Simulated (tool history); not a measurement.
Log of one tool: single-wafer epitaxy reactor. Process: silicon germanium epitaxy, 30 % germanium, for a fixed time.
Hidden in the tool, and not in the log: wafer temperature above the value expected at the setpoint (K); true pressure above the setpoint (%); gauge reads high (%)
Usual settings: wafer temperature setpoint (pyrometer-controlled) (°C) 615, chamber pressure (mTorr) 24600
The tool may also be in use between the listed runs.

run,hour,wafer temperature setpoint (pyrometer-controlled) (°C),chamber pressure (mTorr),wafers since the last listed run,hours since the last pyrometer calibration,hours since the last manometer calibration,hours since the showerhead was replaced,hours since the gauge calibration,"read-back reference wafer on the same gauge, thickness_nm",mean film thickness on the monitor wafer (angstrom)
1,0.0,615,20400,0,1517.5,389.8,2912.8,502.0,77.090,770.49
2,104.3,615,24600,1331,1621.8,494.1,3017.1,606.3,77.071,863.36
3,306.5,626,24600,2581,1824.0,696.3,3219.3,808.5,77.115,1090.41
4,384.4,626,24600,994,1901.9,774.2,3297.2,886.4,77.093,1099.78
5,466.8,626,24600,1052,1984.3,856.6,3379.6,968.8,77.130,1104.74
6,516.9,623,24600,639,2034.4,906.7,3429.7,1018.9,77.050,1048.22
# hour 556.3: pyrometer calibrated
7,595.0,615,24600,895,38.7,984.8,3507.8,1097.0,77.085,856.83
8,667.9,615,24600,930,111.6,1057.7,3580.7,1169.9,77.081,861.58
# hour 677.5: showerhead replaced
# hour 701.9: capacitance manometer re-zeroed and calibrated
9,724.7,615,24600,520,168.4,22.8,47.2,1226.7,77.086,838.91
10,768.6,626,26800,560,212.3,66.7,91.1,1270.6,77.096,1092.07
11,850.0,630,20000,1039,293.7,148.1,172.5,1352.0,77.121,998.23
12,921.4,630,20000,911,365.1,219.5,243.9,1423.4,77.099,1000.73
# hour 941.5: gauge calibrated
13,967.6,625,29300,589,411.3,265.7,290.1,26.1,77.117,1127.00
14,1046.9,625,22200,1012,490.6,345.0,369.4,105.4,77.077,969.66
15,1088.8,615,22400,534,532.5,386.9,411.3,147.3,77.095,798.30
16,1130.7,615,24600,534,574.4,428.8,453.2,189.2,77.107,851.73
17,1180.1,606,28600,630,623.8,478.2,502.6,238.6,77.115,767.77
18,1220.8,602,19300,519,664.5,518.9,543.3,279.3,77.101,562.98
19,1292.1,615,24600,910,735.8,590.2,614.6,350.6,77.127,852.03

Measured less the same run without the tool's hidden state. The same run-to-run variation is in both; the gauge's scatter may not be:
run,mean film thickness on the monitor wafer (angstrom)
1,+19.32
2,+27.39
3,+50.11
4,+57.74
5,+66.14
6,+68.01
7,+23.54
8,+27.38
9,+3.82
10,+5.20
11,+5.73
12,+7.10
13,+9.32
14,+10.27
15,+9.73
16,+11.73
17,+12.31
18,+10.12
19,+18.07

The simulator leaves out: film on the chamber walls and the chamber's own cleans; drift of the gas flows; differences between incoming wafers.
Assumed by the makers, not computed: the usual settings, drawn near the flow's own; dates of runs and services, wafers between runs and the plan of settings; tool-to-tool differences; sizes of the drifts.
